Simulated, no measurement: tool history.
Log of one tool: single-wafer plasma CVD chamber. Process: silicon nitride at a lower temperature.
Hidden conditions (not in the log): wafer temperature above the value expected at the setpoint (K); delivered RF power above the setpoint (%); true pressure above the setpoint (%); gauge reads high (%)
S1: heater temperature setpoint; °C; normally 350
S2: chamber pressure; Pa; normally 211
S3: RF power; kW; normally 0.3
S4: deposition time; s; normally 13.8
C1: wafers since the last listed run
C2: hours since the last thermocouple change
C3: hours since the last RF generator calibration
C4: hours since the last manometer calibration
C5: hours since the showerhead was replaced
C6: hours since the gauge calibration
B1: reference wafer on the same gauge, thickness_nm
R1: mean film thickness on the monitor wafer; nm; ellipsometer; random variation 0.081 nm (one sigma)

run	hour	S1	S2	S3	S4	C1	C2	C3	C4	C5	C6	B1	R1
1	0	350	189	0.32	13.8	0	1516.3	1229.4	1437.5	4039.2	129.2	16.91	17.385
2	18	350	189	0.32	13.8	513	1534.3	1247.4	1455.5	4057.2	147.2	16.906	17.495
3	32.5	350	211	0.27	13.8	413	1548.8	1261.9	1470	4071.7	161.7	16.91	15.237
4	47	350	211	0.3	13.8	413	1563.3	1276.4	1484.5	4086.2	176.2	16.895	16.975
5	76.1	350	211	0.3	13.8	830	1592.4	1305.5	1513.6	4115.3	205.3	16.89	17.037
6	91	350	240	0.3	14.7	425	1607.3	1320.4	1528.5	4130.2	220.2	16.901	18.62
7	113.8	350	240	0.3	14.7	650	1630.1	1343.2	1551.3	4153	243	16.901	18.589
8	131.6	350	240	0.3	14.7	507	1647.9	1361	1569.1	4170.8	260.8	16.89	18.603
9	148.1	350	211	0.3	13.8	470	1664.4	1377.5	1585.6	4187.3	277.3	16.9	16.958
10	180.1	350	211	0.3	13.8	912	1696.4	1409.5	1617.6	4219.3	309.3	16.889	16.857
11	208.6	350	211	0.3	13.8	813	1724.9	1438	1646.1	4247.8	337.8	16.904	16.784
12	223.2	350	211	0.3	13.8	416	1739.5	1452.6	1660.7	4262.4	352.4	16.903	16.977
13	254.7	350	211	0.3	13.8	898	1771	1484.1	1692.2	4293.9	383.9	16.915	16.826
14	287.7	350	211	0.3	13.8	941	1804	1517.1	1725.2	4326.9	416.9	16.906	16.774
15	311.3	361	211	0.3	13.8	673	1827.6	1540.7	1748.8	4350.5	440.5	16.88	16.587
# hour 330.3: capacitance manometer re-zeroed and calibrated
16	338.6	350	188	0.275	13.8	550	1854.9	1568	8.3	4377.8	467.8	16.884	14.653
# hour 415: showerhead replaced
17	420.6	360	211	0.325	15.6	2110	1936.9	1650	90.3	5.6	549.8	16.885	20.409
# hour 450.6: thermocouple changed; heater temperature recalibrated
# hour 451.3: RF generator calibrated
18	451.8	354	241	0.28	11.2	644	1.2	0.5	121.5	36.8	581	16.89	13.778
19	467.9	350	211	0.3	13.8	459	17.3	16.6	137.6	52.9	597.1	16.881	17.456
20	502.8	350	211	0.3	13.8	995	52.2	51.5	172.5	87.8	632	16.914	17.423
# hour 512.9: gauge calibrated
21	601.8	360	211	0.325	15.6	2824	151.2	150.5	271.5	186.8	88.9	16.906	21.09
22	635.8	338	261	0.3	15.8	969	185.2	184.5	305.5	220.8	122.9	16.885	21.307
23	648.8	336	211	0.3	13.8	370	198.2	197.5	318.5	233.8	135.9	16.898	17.578
24	674.2	357	259	0.355	11.9	724	223.6	222.9	343.9	259.2	161.3	16.883	18.478
25	729.7	342	211	0.335	13.8	1583	279.1	278.4	399.4	314.7	216.8	16.896	19.414
26	744.6	339	211	0.3	13.8	425	294	293.3	414.3	329.6	231.7	16.894	17.454
27	764.6	350	231	0.345	11.3	570	314	313.3	434.3	349.6	251.7	16.909	16.68
28	777.9	350	211	0.3	13.8	379	327.3	326.6	447.6	362.9	265	16.871	17.292
29	793	354	164	0.3	13.8	430	342.4	341.7	462.7	378	280.1	16.895	16.028
30	822.6	350	211	0.3	13.8	844	372	371.3	492.3	407.6	309.7	16.908	17.24

Consider 3 possible next runs. They are alternatives, not a sequence: every one starts from the tool as it was left by run 30. What does each give?
A	823	350	211	0.3	11.6	11	372.4	371.7	492.7	408	310.1	?	?
B	823	342	224	0.275	14.9	11	372.4	371.7	492.7	408	310.1	?	?
C	823	363	211	0.3	12.2	11	372.4	371.7	492.7	408	310.1	?	?

run	B1	R1
A	16.908	14.635
B	16.908	17.564
C	16.908	15.303
Without the tool's hidden state the same runs would have given:
run	R1
A	14.813
B	17.786
C	15.489
